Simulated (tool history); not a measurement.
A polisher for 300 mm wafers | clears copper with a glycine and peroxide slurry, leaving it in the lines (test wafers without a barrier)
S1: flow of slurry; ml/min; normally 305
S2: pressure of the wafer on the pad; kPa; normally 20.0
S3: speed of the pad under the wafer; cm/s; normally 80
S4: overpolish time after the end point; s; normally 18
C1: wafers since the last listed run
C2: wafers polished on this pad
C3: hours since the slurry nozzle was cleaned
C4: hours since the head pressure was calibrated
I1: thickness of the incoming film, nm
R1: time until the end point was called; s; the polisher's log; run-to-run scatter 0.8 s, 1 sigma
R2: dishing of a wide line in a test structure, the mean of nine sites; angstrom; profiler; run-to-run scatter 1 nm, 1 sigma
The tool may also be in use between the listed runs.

{"run": 1, "hour": 0.0, "S1": 305, "S2": 20.0, "S3": 68, "S4": 18, "C1": 0, "C2": 1207, "C3": 457.7, "C4": 360.4, "I1": 370.9, "R1": 102.3, "R2": 510}
{"run": 2, "hour": 29.3, "S1": 305, "S2": 20.0, "S3": 68, "S4": 18, "C1": 248, "C2": 1456, "C3": 487.0, "C4": 389.7, "I1": 372.5, "R1": 104.3, "R2": 486}
{"run": 3, "hour": 52.7, "S1": 305, "S2": 20.0, "S3": 68, "S4": 18, "C1": 198, "C2": 1655, "C3": 510.4, "C4": 413.1, "I1": 376.0, "R1": 106.6, "R2": 473}
{"hour": 60.9, "done": "worn pad replaced by a new one"}
{"run": 4, "hour": 74.0, "S1": 305, "S2": 15.2, "S3": 80, "S4": 18, "C1": 146, "C2": 111, "C3": 531.7, "C4": 434.4, "I1": 374.2, "R1": 103.3, "R2": 509}
{"run": 5, "hour": 90.8, "S1": 305, "S2": 20.0, "S3": 66, "S4": 18, "C1": 142, "C2": 254, "C3": 548.5, "C4": 451.2, "I1": 369.0, "R1": 96.1, "R2": 522}
{"run": 6, "hour": 126.6, "S1": 335, "S2": 20.0, "S3": 80, "S4": 18, "C1": 304, "C2": 558, "C3": 584.3, "C4": 487.0, "I1": 377.8, "R1": 86.5, "R2": 569}
{"run": 7, "hour": 153.2, "S1": 335, "S2": 20.0, "S3": 80, "S4": 18, "C1": 226, "C2": 784, "C3": 610.9, "C4": 513.6, "I1": 369.6, "R1": 85.6, "R2": 583}
{"run": 8, "hour": 172.4, "S1": 305, "S2": 20.0, "S3": 80, "S4": 18, "C1": 163, "C2": 947, "C3": 630.1, "C4": 532.8, "I1": 377.2, "R1": 89.6, "R2": 556}
{"hour": 202.4, "done": "slurry nozzle cleaned"}
{"run": 9, "hour": 253.6, "S1": 305, "S2": 20.0, "S3": 80, "S4": 18, "C1": 681, "C2": 1629, "C3": 51.2, "C4": 614.0, "I1": 373.8, "R1": 92.0, "R2": 535}
{"hour": 259.9, "done": "worn pad replaced by a new one"}
{"run": 10, "hour": 273.8, "S1": 305, "S2": 20.0, "S3": 80, "S4": 18, "C1": 137, "C2": 117, "C3": 71.4, "C4": 634.2, "I1": 378.1, "R1": 84.7, "R2": 598}
{"run": 11, "hour": 289.2, "S1": 305, "S2": 20.0, "S3": 80, "S4": 18, "C1": 130, "C2": 248, "C3": 86.8, "C4": 649.6, "I1": 380.9, "R1": 87.3, "R2": 592}
{"run": 12, "hour": 313.3, "S1": 305, "S2": 20.0, "S3": 80, "S4": 18, "C1": 204, "C2": 453, "C3": 110.9, "C4": 673.7, "I1": 379.8, "R1": 87.5, "R2": 581}
{"run": 13, "hour": 337.8, "S1": 230, "S2": 24.1, "S3": 80, "S4": 18, "C1": 208, "C2": 661, "C3": 135.4, "C4": 698.2, "I1": 377.7, "R1": 77.7, "R2": 642}
{"run": 14, "hour": 360.9, "S1": 230, "S2": 24.1, "S3": 80, "S4": 18, "C1": 196, "C2": 858, "C3": 158.5, "C4": 721.3, "I1": 372.6, "R1": 79.5, "R2": 613}
{"run": 15, "hour": 379.5, "S1": 305, "S2": 20.0, "S3": 98, "S4": 18, "C1": 158, "C2": 1016, "C3": 177.1, "C4": 739.9, "I1": 375.1, "R1": 75.3, "R2": 637}
{"run": 16, "hour": 399.8, "S1": 365, "S2": 14.5, "S3": 80, "S4": 8, "C1": 172, "C2": 1188, "C3": 197.4, "C4": 760.2, "I1": 378.9, "R1": 114.8, "R2": 230}
{"run": 17, "hour": 420.6, "S1": 305, "S2": 20.0, "S3": 80, "S4": 18, "C1": 176, "C2": 1365, "C3": 218.2, "C4": 781.0, "I1": 371.3, "R1": 92.4, "R2": 530}
{"hour": 426.1, "done": "worn pad replaced by a new one"}
{"run": 18, "hour": 438.9, "S1": 305, "S2": 20.0, "S3": 80, "S4": 18, "C1": 121, "C2": 108, "C3": 236.5, "C4": 799.3, "I1": 374.5, "R1": 84.8, "R2": 587}
{"run": 19, "hour": 452.4, "S1": 305, "S2": 24.8, "S3": 96, "S4": 18, "C1": 114, "C2": 223, "C3": 250.0, "C4": 812.8, "I1": 378.4, "R1": 61.3, "R2": 766}
{"run": 20, "hour": 473.0, "S1": 305, "S2": 20.0, "S3": 80, "S4": 18, "C1": 175, "C2": 398, "C3": 270.6, "C4": 833.4, "I1": 380.6, "R1": 85.6, "R2": 597}
{"run": 21, "hour": 499.8, "S1": 235, "S2": 26.9, "S3": 106, "S4": 11, "C1": 227, "C2": 626, "C3": 297.4, "C4": 860.2, "I1": 376.3, "R1": 55.1, "R2": 562}
{"hour": 525.9, "done": "head pressure recalibrated"}
{"run": 22, "hour": 532.2, "S1": 230, "S2": 14.5, "S3": 92, "S4": 10, "C1": 258, "C2": 884, "C3": 329.8, "C4": 6.3, "I1": 378.4, "R1": 106.1, "R2": 301}
{"run": 23, "hour": 566.0, "S1": 305, "S2": 22.1, "S3": 80, "S4": 13, "C1": 287, "C2": 1171, "C3": 363.6, "C4": 40.1, "I1": 370.2, "R1": 81.5, "R2": 443}
{"run": 24, "hour": 581.2, "S1": 200, "S2": 15.2, "S3": 52, "S4": 8, "C1": 129, "C2": 1300, "C3": 378.8, "C4": 55.3, "I1": 368.9, "R1": 158.7, "R2": 164}
{"run": 25, "hour": 604.1, "S1": 305, "S2": 20.0, "S3": 80, "S4": 18, "C1": 194, "C2": 1495, "C3": 401.7, "C4": 78.2, "I1": 380.5, "R1": 94.1, "R2": 554}
{"hour": 625.2, "done": "worn pad replaced by a new one"}
{"run": 26, "hour": 628.9, "S1": 245, "S2": 20.0, "S3": 80, "S4": 18, "C1": 176, "C2": 31, "C3": 426.5, "C4": 103.0, "I1": 367.5, "R1": 83.2, "R2": 591}
{"run": 27, "hour": 662.8, "S1": 245, "S2": 20.0, "S3": 80, "S4": 13, "C1": 288, "C2": 319, "C3": 460.4, "C4": 136.9, "I1": 368.9, "R1": 86.0, "R2": 435}
{"run": 28, "hour": 677.6, "S1": 275, "S2": 17.2, "S3": 96, "S4": 10, "C1": 125, "C2": 445, "C3": 475.2, "C4": 151.7, "I1": 376.9, "R1": 85.4, "R2": 341}
{"run": 29, "hour": 707.8, "S1": 365, "S2": 20.0, "S3": 60, "S4": 12, "C1": 256, "C2": 702, "C3": 505.4, "C4": 181.9, "I1": 375.7, "R1": 109.1, "R2": 345}
{"run": 30, "hour": 728.2, "S1": 305, "S2": 20.0, "S3": 80, "S4": 18, "C1": 173, "C2": 875, "C3": 525.8, "C4": 202.3, "I1": 378.8, "R1": 90.3, "R2": 574}
{"run": 31, "hour": 746.5, "S1": 305, "S2": 24.1, "S3": 80, "S4": 18, "C1": 155, "C2": 1030, "C3": 544.1, "C4": 220.6, "I1": 372.8, "R1": 76.8, "R2": 637}
{"run": 32, "hour": 770.8, "S1": 305, "S2": 17.2, "S3": 80, "S4": 18, "C1": 206, "C2": 1237, "C3": 568.4, "C4": 244.9, "I1": 372.0, "R1": 103.7, "R2": 487}
{"run": 33, "hour": 795.0, "S1": 365, "S2": 17.2, "S3": 88, "S4": 8, "C1": 205, "C2": 1443, "C3": 592.6, "C4": 269.1, "I1": 372.5, "R1": 94.4, "R2": 251}
{"hour": 825.9, "done": "worn pad replaced by a new one"}
{"run": 34, "hour": 826.4, "S1": 305, "S2": 20.0, "S3": 80, "S4": 28, "C1": 232, "C2": 4, "C3": 624.0, "C4": 300.5, "I1": 381.5, "R1": 84.6, "R2": 808}

Some steps in R1, run to run, broken into two amounts with sign: the step expected even without the hidden condition (settings, incoming material, random variation), and the rest, left for the hidden condition together with whatever gauge scatter is not in both the measured and the hidden-condition-free result:
Hidden conditions of the tool in this case: removal rate lost through wear of the pad, %; slurry flow missing at the pad, %; deviation of the head's pressure from its setpoint, %.
Run 3 -> 4: S2 20.0 -> 15.2, S3 68 -> 80, worn pad replaced by a new one. R1 -3.3 s: hidden state -12.8, all else +9.5.
Run 9 -> 10: worn pad replaced by a new one. R1 -7.3 s: hidden state -9.9, all else +2.6.
Run 21 -> 22: S1 235 -> 230, S2 26.9 -> 14.5, S3 106 -> 92, S4 11 -> 10, head pressure recalibrated. R1 +51.0 s: hidden state +4.7, all else +46.3.
Run 23 -> 24: S1 305 -> 200, S2 22.1 -> 15.2, S3 80 -> 52, S4 13 -> 8. R1 +77.2 s: hidden state +8.7, all else +68.5.
Run 24 -> 25: S1 200 -> 305, S2 15.2 -> 20.0, S3 52 -> 80, S4 8 -> 18. R1 -64.6 s: hidden state -5.3, all else -59.3.
Run 33 -> 34: S1 365 -> 305, S2 17.2 -> 20.0, S3 88 -> 80, S4 8 -> 28, worn pad replaced by a new one. R1 -9.8 s: hidden state -11.5, all else +1.7.

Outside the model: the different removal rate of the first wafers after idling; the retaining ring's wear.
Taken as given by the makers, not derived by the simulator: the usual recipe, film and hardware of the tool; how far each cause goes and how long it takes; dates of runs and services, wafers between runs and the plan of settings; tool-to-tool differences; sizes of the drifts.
